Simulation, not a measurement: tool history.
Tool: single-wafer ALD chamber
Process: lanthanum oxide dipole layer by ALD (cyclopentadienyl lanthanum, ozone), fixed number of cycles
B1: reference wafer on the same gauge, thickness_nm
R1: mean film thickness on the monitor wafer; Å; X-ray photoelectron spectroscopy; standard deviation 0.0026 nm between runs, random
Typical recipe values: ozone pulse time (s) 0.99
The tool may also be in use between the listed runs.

Run 1, day 0: usual settings; B1 0.51. Result: R1 4.1 Å.
Run 2, day 0.688: usual settings; B1 0.51. Result: R1 4.05 Å.
Run 3, day 1.429: usual settings; B1 0.51. Result: R1 4.07 Å.
Run 4, day 1.688: usual settings but ozone pulse time (s) 0.72; B1 0.51. Result: R1 3.67 Å.
At day 1.904: gauge calibrated.
Run 5, day 2.396: usual settings but ozone pulse time (s) 0.72; B1 0.509. Result: R1 3.66 Å.
Run 6, day 2.975: usual settings; B1 0.509. Result: R1 4.08 Å.
Run 7, day 3.379: usual settings; B1 0.51. Result: R1 4.11 Å.
Run 8, day 3.75: usual settings but ozone pulse time (s) 0.87; B1 0.509. Result: R1 3.95 Å.
At day 5.192: ozone generator serviced, repeated, since the last time left the tool worse.
Run 9, day 5.25: usual settings but ozone pulse time (s) 1.22; B1 0.51. Result: R1 4.9 Å.
At day 6.379: thermocouple changed; heater temperature recalibrated.
Run 10, day 6.4: usual settings; B1 0.51. Result: R1 4.63 Å.
Run 11, day 6.662: usual settings but ozone pulse time (s) 0.71; B1 0.51. Result: R1 4.29 Å.
Run 12, day 6.983: usual settings but ozone pulse time (s) 0.73; B1 0.511. Result: R1 4.32 Å.
Run 13, day 7.658: usual settings but ozone pulse time (s) 0.67; B1 0.511. Result: R1 4.27 Å.
At day 8.225: showerhead replaced.
Run 14, day 8.246: usual settings; B1 0.51. Result: R1 4.61 Å.
Run 15, day 8.658: usual settings but ozone pulse time (s) 1.13; B1 0.51. Result: R1 4.76 Å.
Run 16, day 9.038: usual settings but ozone pulse time (s) 1.16; B1 0.511. Result: R1 4.73 Å.
Run 17, day 9.408: usual settings; B1 0.509. Result: R1 4.6 Å.
Run 18, day 10.054: usual settings but ozone pulse time (s) 0.83; B1 0.51. Result: R1 4.47 Å.
Run 19, day 10.388: usual settings but ozone pulse time (s) 1.29; B1 0.51. Result: R1 4.91 Å.
Run 20, day 11.004: usual settings but ozone pulse time (s) 0.74; B1 0.51. Result: R1 4.34 Å.
Run 21, day 11.567: usual settings; B1 0.511. Result: R1 4.6 Å.
Run 22, day 12.171: usual settings but ozone pulse time (s) 1.35; B1 0.51. Result: R1 4.95 Å.
Run 23, day 12.821: usual settings but ozone pulse time (s) 0.81; B1 0.511. Result: R1 4.43 Å.
Run 24, day 13.112: usual settings; B1 0.51. Result: R1 4.64 Å.
Run 25, day 13.633: usual settings but ozone pulse time (s) 1.26; B1 0.509. Result: R1 4.88 Å.
Run 26, day 13.904: usual settings but ozone pulse time (s) 1.2; B1 0.509. Result: R1 4.83 Å.
Run 27, day 14.433: usual settings; B1 0.51. Result: R1 4.62 Å.
Run 28, day 14.883: usual settings but ozone pulse time (s) 1.11; B1 0.512. Result: R1 4.74 Å.
Run 29, day 15.471: usual settings; B1 0.51. Result: R1 4.65 Å.
Run 30, day 16.154: usual settings but ozone pulse time (s) 0.88; B1 0.51. Result: R1 4.46 Å.
Run 31, day 16.696: usual settings; B1 0.51. Result: R1 4.64 Å.
Run 32, day 17.125: usual settings; B1 0.509. Result: R1 4.65 Å.
Run 33, day 17.721: usual settings but ozone pulse time (s) 0.63; B1 0.51. Result: R1 4.17 Å.

Here are 5 independent what-if runs from the current tool condition. What would each one return?
Run A, day 17.738: usual settings but ozone pulse time (s) 1.27; B1 ?. Result: R1 ?.
Run B, day 17.738: usual settings but ozone pulse time (s) 1.37; B1 ?. Result: R1 ?.
Run C, day 17.738: usual settings but ozone pulse time (s) 1.17; B1 ?. Result: R1 ?.
Run D, day 17.738: usual settings but ozone pulse time (s) 0.61; B1 ?. Result: R1 ?.
Run E, day 17.738: usual settings but ozone pulse time (s) 1.38; B1 ?. Result: R1 ?.

run     B1    R1
  A  0.512  4.85
  B  0.512  4.92
  C  0.512  4.78
  D  0.512  4.11
  E  0.512  4.93
The same runs, with their run-to-run variation unchanged, on a tool lacking any hidden condition would have given:
run    R1
  A  4.91
  B  4.97
  C  4.83
  D  4.18
  E  4.98

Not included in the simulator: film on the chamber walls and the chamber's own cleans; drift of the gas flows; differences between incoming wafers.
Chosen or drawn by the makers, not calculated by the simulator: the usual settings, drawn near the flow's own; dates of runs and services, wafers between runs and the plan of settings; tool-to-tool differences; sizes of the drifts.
